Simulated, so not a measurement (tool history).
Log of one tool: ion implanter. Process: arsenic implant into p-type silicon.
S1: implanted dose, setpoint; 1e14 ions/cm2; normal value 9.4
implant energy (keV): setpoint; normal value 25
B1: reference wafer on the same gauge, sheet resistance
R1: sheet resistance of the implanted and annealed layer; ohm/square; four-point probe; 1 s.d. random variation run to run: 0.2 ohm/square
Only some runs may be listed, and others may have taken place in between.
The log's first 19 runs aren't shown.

Run 20, hour 250: usual settings but S1 10.84 1e14 ions/cm2; B1 114.02. Result: R1 118.86 ohm/square.
Run 21, hour 258.5: usual settings but S1 11.29 1e14 ions/cm2, implant energy (keV) 30; B1 113.99. Result: R1 110.67 ohm/square.
Run 22, hour 267.7: usual settings but S1 10.87 1e14 ions/cm2; B1 114.04. Result: R1 118.83 ohm/square.
Run 23, hour 274.3: usual settings; B1 113.99. Result: R1 129.03 ohm/square.
At hour 277: gauge calibrated.
Run 24, hour 283.5: usual settings but S1 8.59 1e14 ions/cm2; B1 113.99. Result: R1 135.64 ohm/square.
Run 25, hour 300.2: usual settings; B1 113.98. Result: R1 128.86 ohm/square.
Run 26, hour 306.7: usual settings but S1 12.14 1e14 ions/cm2; B1 113.97. Result: R1 112.9 ohm/square.
Run 27, hour 317.6: usual settings; B1 114. Result: R1 128.66 ohm/square.
Run 28, hour 332: usual settings but S1 10.89 1e14 ions/cm2, implant energy (keV) 31.5; B1 114.04. Result: R1 111.41 ohm/square.
Run 29, hour 340.2: usual settings but S1 7.94 1e14 ions/cm2; B1 113.98. Result: R1 142.84 ohm/square.
Run 30, hour 348: usual settings but S1 7.49 1e14 ions/cm2; B1 113.97. Result: R1 148.56 ohm/square.
Run 31, hour 357.7: usual settings but implant energy (keV) 21.5; B1 114.06. Result: R1 133.62 ohm/square.
Run 32, hour 369.1: usual settings; B1 113.97. Result: R1 128.31 ohm/square.
Run 33, hour 378: usual settings but S1 6.59 1e14 ions/cm2; B1 113.95. Result: R1 162.03 ohm/square.
Run 34, hour 394.1: usual settings but S1 7.08 1e14 ions/cm2, implant energy (keV) 32.5; B1 114.04. Result: R1 146 ohm/square.
Run 35, hour 405.5: usual settings but S1 8.37 1e14 ions/cm2, implant energy (keV) 29.5; B1 113.98. Result: R1 132.85 ohm/square.
Run 36, hour 417.7: usual settings; B1 114. Result: R1 128.62 ohm/square.
Run 37, hour 435.3: usual settings but implant energy (keV) 20.5; B1 114.03. Result: R1 135.22 ohm/square.

Predict each of these 4 candidate next runs independently; none follows another, all start after run 37:
Run A, hour 435.7: usual settings; B1 ?. Result: R1 ?.
Run B, hour 435.7: usual settings but S1 7.9 1e14 ions/cm2, implant energy (keV) 31.5; B1 ?. Result: R1 ?.
Run C, hour 435.7: usual settings but S1 11.49 1e14 ions/cm2; B1 ?. Result: R1 ?.
Run D, hour 435.7: usual settings but S1 6.82 1e14 ions/cm2, implant energy (keV) 33.5; B1 ?. Result: R1 ?.

run      B1      R1
  A  114.01  128.52
  B  114.01  136.16
  C  114.01  115.53
  D  114.01  149.47
Without the tool's unlogged condition, the same runs would have read:
run      R1
  A  128.83
  B  136.55
  C  115.76
  D  149.92
